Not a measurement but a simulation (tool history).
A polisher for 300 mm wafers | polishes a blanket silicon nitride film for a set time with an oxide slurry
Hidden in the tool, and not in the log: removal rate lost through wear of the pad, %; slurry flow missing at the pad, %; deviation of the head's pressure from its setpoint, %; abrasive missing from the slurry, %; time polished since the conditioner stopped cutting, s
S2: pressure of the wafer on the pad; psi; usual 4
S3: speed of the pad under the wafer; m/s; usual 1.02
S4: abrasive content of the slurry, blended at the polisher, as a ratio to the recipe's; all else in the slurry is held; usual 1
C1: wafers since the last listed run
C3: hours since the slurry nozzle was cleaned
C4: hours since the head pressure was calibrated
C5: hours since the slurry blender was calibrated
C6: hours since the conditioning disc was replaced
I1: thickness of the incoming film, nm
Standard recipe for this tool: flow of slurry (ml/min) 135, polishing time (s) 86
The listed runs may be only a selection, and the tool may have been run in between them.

run 1 day=0 | flow_of_slurry_(ml/min)=135 S2=4 S3=1.02 S4=1 polishing_time_(s)=86 | C1=0 wafers_polished_on_this_pad=441 C3=681 C4=399.3 C5=6.6 C6=147.7 | I1=443.8 | film_removed_(nm)=52.5
run 2 day=1.362 | flow_of_slurry_(ml/min)=135 S2=4 S3=1.02 S4=1 polishing_time_(s)=86 | C1=224 wafers_polished_on_this_pad=666 C3=713.7 C4=432 C5=39.3 C6=180.4 | I1=449.2 | film_removed_(nm)=52.4
run 3 day=2.138 | flow_of_slurry_(ml/min)=135 S2=4 S3=1.02 S4=1 polishing_time_(s)=86 | C1=127 wafers_polished_on_this_pad=794 C3=732.3 C4=450.6 C5=57.9 C6=199 | I1=444.1 | film_removed_(nm)=52.6
run 4 day=2.921 | flow_of_slurry_(ml/min)=135 S2=4 S3=1.2 S4=1 polishing_time_(s)=86 | C1=129 wafers_polished_on_this_pad=924 C3=751.1 C4=469.4 C5=76.7 C6=217.8 | I1=436.5 | film_removed_(nm)=57.3
run 5 day=4.246 | flow_of_slurry_(ml/min)=135 S2=4 S3=1.2 S4=1 polishing_time_(s)=86 | C1=218 wafers_polished_on_this_pad=1142 C3=782.9 C4=501.2 C5=108.5 C6=249.6 | I1=434.5 | film_removed_(nm)=58.4
-- day=4.725 worn pad replaced by a new one
-- day=5.117 conditioning disc replaced and pad reconditioned
run 6 day=5.138 | flow_of_slurry_(ml/min)=135 S2=4 S3=1.2 S4=1 polishing_time_(s)=86 | C1=105 wafers_polished_on_this_pad=54 C3=804.3 C4=522.6 C5=129.9 C6=0.5 | I1=436.2 | film_removed_(nm)=58.7
run 7 day=7.938 | flow_of_slurry_(ml/min)=135 S2=4 S3=1.02 S4=1 polishing_time_(s)=86 | C1=462 wafers_polished_on_this_pad=516 C3=871.5 C4=589.8 C5=197.1 C6=67.7 | I1=435.6 | film_removed_(nm)=50.3
-- day=8.283 slurry blender recalibrated
run 8 day=8.438 | flow_of_slurry_(ml/min)=135 S2=4 S3=1.02 S4=1 polishing_time_(s)=86 | C1=68 wafers_polished_on_this_pad=584 C3=883.5 C4=601.8 C5=3.7 C6=79.7 | I1=446.9 | film_removed_(nm)=50.9
run 9 day=9.054 | flow_of_slurry_(ml/min)=135 S2=2.6 S3=1.02 S4=1 polishing_time_(s)=86 | C1=101 wafers_polished_on_this_pad=686 C3=898.3 C4=616.6 C5=18.5 C6=94.5 | I1=446.4 | film_removed_(nm)=32.6
-- day=9.412 slurry nozzle cleaned
run 10 day=12.062 | flow_of_slurry_(ml/min)=175 S2=4 S3=1.02 S4=1 polishing_time_(s)=86 | C1=489 wafers_polished_on_this_pad=1176 C3=63.6 C4=688.8 C5=90.7 C6=166.7 | I1=446.2 | film_removed_(nm)=55.6
run 11 day=13.004 | flow_of_slurry_(ml/min)=135 S2=4 S3=1.02 S4=1 polishing_time_(s)=86 | C1=155 wafers_polished_on_this_pad=1331 C3=86.2 C4=711.4 C5=113.3 C6=189.3 | I1=443.5 | film_removed_(nm)=53.5
-- day=14.117 worn pad replaced by a new one
run 12 day=14.283 | flow_of_slurry_(ml/min)=120 S2=3.4 S3=0.7 S4=1 polishing_time_(s)=86 | C1=183 wafers_polished_on_this_pad=27 C3=116.9 C4=742.1 C5=144 C6=220 | I1=436.5 | film_removed_(nm)=34.3
run 13 day=15.646 | flow_of_slurry_(ml/min)=135 S2=4 S3=1.02 S4=1 polishing_time_(s)=68 | C1=224 wafers_polished_on_this_pad=252 C3=149.6 C4=774.8 C5=176.7 C6=252.7 | I1=444.6 | film_removed_(nm)=42.7
-- day=15.938 head pressure recalibrated
run 14 day=16.188 | flow_of_slurry_(ml/min)=160 S2=3.6 S3=1.02 S4=0.8 polishing_time_(s)=78 | C1=75 wafers_polished_on_this_pad=327 C3=162.6 C4=6 C5=189.7 C6=265.7 | I1=448.9 | film_removed_(nm)=37.1
-- day=16.65 conditioning disc replaced and pad reconditioned
-- day=17.058 slurry blender recalibrated
run 15 day=17.45 | flow_of_slurry_(ml/min)=135 S2=4 S3=0.68 S4=1 polishing_time_(s)=86 | C1=180 wafers_polished_on_this_pad=508 C3=192.9 C4=36.3 C5=9.4 C6=19.2 | I1=440.8 | film_removed_(nm)=40.3
run 16 day=18.883 | flow_of_slurry_(ml/min)=135 S2=4 S3=1.02 S4=1 polishing_time_(s)=86 | C1=236 wafers_polished_on_this_pad=745 C3=227.3 C4=70.7 C5=43.8 C6=53.6 | I1=435.5 | film_removed_(nm)=53.6
run 17 day=20.246 | flow_of_slurry_(ml/min)=135 S2=4 S3=1.02 S4=1 polishing_time_(s)=65 | C1=224 wafers_polished_on_this_pad=970 C3=260 C4=103.4 C5=76.5 C6=86.3 | I1=444.3 | film_removed_(nm)=40.3
-- day=21.571 worn pad replaced by a new one
run 18 day=21.592 | flow_of_slurry_(ml/min)=175 S2=3.3 S3=1.28 S4=0.9 polishing_time_(s)=86 | C1=194 wafers_polished_on_this_pad=3 C3=292.3 C4=135.7 C5=108.8 C6=118.6 | I1=437.1 | film_removed_(nm)=49.6
run 19 day=22.362 | flow_of_slurry_(ml/min)=115 S2=4 S3=0.9 S4=1 polishing_time_(s)=86 | C1=127 wafers_polished_on_this_pad=130 C3=310.8 C4=154.2 C5=127.3 C6=137.1 | I1=433.5 | film_removed_(nm)=47.8
run 20 day=23.083 | flow_of_slurry_(ml/min)=135 S2=4 S3=1.02 S4=1 polishing_time_(s)=86 | C1=118 wafers_polished_on_this_pad=249 C3=328.1 C4=171.5 C5=144.6 C6=154.4 | I1=436.2 | film_removed_(nm)=53.8
run 21 day=24.229 | flow_of_slurry_(ml/min)=135 S2=4 S3=1.02 S4=1 polishing_time_(s)=86 | C1=189 wafers_polished_on_this_pad=438 C3=355.6 C4=199 C5=172.1 C6=181.9 | I1=439.9 | film_removed_(nm)=52.7
run 22 day=25.433 | flow_of_slurry_(ml/min)=135 S2=4 S3=1.02 S4=1 polishing_time_(s)=86 | C1=198 wafers_polished_on_this_pad=637 C3=384.5 C4=227.9 C5=201 C6=210.8 | I1=429.7 | film_removed_(nm)=53.7
run 23 day=26.1 | flow_of_slurry_(ml/min)=110 S2=4 S3=0.9 S4=1.15 polishing_time_(s)=96 | C1=110 wafers_polished_on_this_pad=747 C3=400.5 C4=243.9 C5=217 C6=226.8 | I1=435.4 | film_removed_(nm)=56.7
-- day=26.217 slurry blender recalibrated
run 24 day=27.029 | flow_of_slurry_(ml/min)=135 S2=4 S3=1.02 S4=1 polishing_time_(s)=86 | C1=139 wafers_polished_on_this_pad=887 C3=422.8 C4=266.2 C5=19.5 C6=249.1 | I1=437.1 | film_removed_(nm)=53
-- day=29.6 worn pad replaced by a new one
run 25 day=30.233 | flow_of_slurry_(ml/min)=135 S2=4.4 S3=1.26 S4=1 polishing_time_(s)=86 | C1=501 wafers_polished_on_this_pad=104 C3=499.7 C4=343.1 C5=96.4 C6=326 | I1=446.4 | film_removed_(nm)=68.5

Branching from run 25: 4 alternative next runs. What would each branch give?
run A day=30.25 | flow_of_slurry_(ml/min)=135 S2=4 S3=1.02 S4=0.9 polishing_time_(s)=86 | C1=2 wafers_polished_on_this_pad=107 C3=500.1 C4=343.5 C5=96.8 C6=326.4 | I1=441.4 | film_removed_(nm)=?
run B day=30.25 | flow_of_slurry_(ml/min)=175 S2=4.9 S3=0.88 S4=1 polishing_time_(s)=105 | C1=2 wafers_polished_on_this_pad=107 C3=500.1 C4=343.5 C5=96.8 C6=326.4 | I1=441.4 | film_removed_(nm)=?
run C day=30.25 | flow_of_slurry_(ml/min)=120 S2=4 S3=1.24 S4=1 polishing_time_(s)=86 | C1=2 wafers_polished_on_this_pad=107 C3=500.1 C4=343.5 C5=96.8 C6=326.4 | I1=441.4 | film_removed_(nm)=?
run D day=30.25 | flow_of_slurry_(ml/min)=155 S2=2.9 S3=0.8 S4=1 polishing_time_(s)=99 | C1=2 wafers_polished_on_this_pad=107 C3=500.1 C4=343.5 C5=96.8 C6=326.4 | I1=441.4 | film_removed_(nm)=?

run=A film_removed_(nm)=49.3
run=B film_removed_(nm)=74.5
run=C film_removed_(nm)=60.6
run=D film_removed_(nm)=38.2
What these runs would have given with no unlogged condition in the tool:
run=A film_removed_(nm)=50.2
run=B film_removed_(nm)=75.6
run=C film_removed_(nm)=61.7
run=D film_removed_(nm)=38.8
